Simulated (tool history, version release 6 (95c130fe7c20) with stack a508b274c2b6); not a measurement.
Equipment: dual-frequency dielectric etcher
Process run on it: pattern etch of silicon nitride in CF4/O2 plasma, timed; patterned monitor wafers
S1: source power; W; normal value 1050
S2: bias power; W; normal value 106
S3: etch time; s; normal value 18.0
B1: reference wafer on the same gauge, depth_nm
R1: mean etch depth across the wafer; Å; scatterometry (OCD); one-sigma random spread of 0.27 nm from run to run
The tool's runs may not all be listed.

| run | hour | S1 | S2 | S3 | B1 | R1 |
|---|---|---|---|---|---|---|
| 1 | 0.0 | 1050 | 118 | 18.0 | 47.3 | 553 |
| 2 | 61.6 | 1050 | 118 | 18.0 | 47.3 | 549 |
| 3 | 79.9 | 1050 | 106 | 18.0 | 47.3 | 533 |
| 4 | 104.4 | 1050 | 106 | 18.0 | 47.3 | 531 |
| 5 | 136.0 | 1050 | 106 | 18.0 | 47.3 | 539 |
|  | 164.6 | upper electrode replaced |
|  | 185.9 | wet clean of the chamber |
| 6 | 186.4 | 1050 | 106 | 18.0 | 47.3 | 541 |
| 7 | 231.2 | 1050 | 106 | 18.0 | 47.3 | 534 |
| 8 | 265.4 | 1170 | 117 | 18.0 | 47.3 | 614 |
| 9 | 298.8 | 1170 | 117 | 18.0 | 47.3 | 618 |
|  | 320.5 | gauge calibrated |
| 10 | 330.9 | 1050 | 106 | 18.0 | 47.3 | 535 |
| 11 | 348.5 | 1050 | 106 | 18.0 | 47.3 | 540 |
| 12 | 377.4 | 1170 | 116 | 18.0 | 47.3 | 616 |
| 13 | 403.5 | 930 | 106 | 15.0 | 47.3 | 390 |
| 14 | 430.4 | 1050 | 106 | 18.0 | 47.4 | 538 |
| 15 | 461.9 | 1050 | 106 | 18.0 | 47.3 | 530 |
| 16 | 475.8 | 1050 | 106 | 18.0 | 47.3 | 533 |
| 17 | 495.7 | 940 | 84 | 18.0 | 47.3 | 441 |
|  | 508.1 | source power generator calibrated |
| 18 | 519.1 | 1050 | 106 | 18.0 | 47.3 | 531 |
| 19 | 540.0 | 1050 | 123 | 18.0 | 47.3 | 561 |
|  | 588.6 | bias power generator calibrated |
| 20 | 637.4 | 910 | 118 | 12.5 | 47.3 | 330 |
| 21 | 651.5 | 1270 | 91 | 21.5 | 47.3 | 746 |
| 22 | 681.8 | 1160 | 124 | 13.5 | 47.3 | 469 |
| 23 | 698.1 | 880 | 96 | 22.0 | 47.3 | 525 |
|  | 743.3 | wet clean of the chamber |
| 24 | 743.8 | 1050 | 95 | 20.0 | 47.3 | 577 |
| 25 | 751.2 | 1050 | 106 | 18.0 | 47.3 | 536 |
| 26 | 764.2 | 1140 | 106 | 20.0 | 47.3 | 642 |
| 27 | 792.4 | 1230 | 83 | 20.5 | 47.3 | 671 |
| 28 | 808.0 | 840 | 99 | 21.5 | 47.3 | 492 |
| 29 | 836.5 | 1050 | 106 | 18.0 | 47.3 | 537 |
| 30 | 848.7 | 1050 | 106 | 18.0 | 47.3 | 535 |

What was the tool's hidden state at every run in the log?
etch rate over this chamber's usual, %: 0 at every run
source power that arrives over what is set, %: 0 at every run
bias power that arrives over what is set, %: 0 at every run
gauge reads high (%): 0 at every run

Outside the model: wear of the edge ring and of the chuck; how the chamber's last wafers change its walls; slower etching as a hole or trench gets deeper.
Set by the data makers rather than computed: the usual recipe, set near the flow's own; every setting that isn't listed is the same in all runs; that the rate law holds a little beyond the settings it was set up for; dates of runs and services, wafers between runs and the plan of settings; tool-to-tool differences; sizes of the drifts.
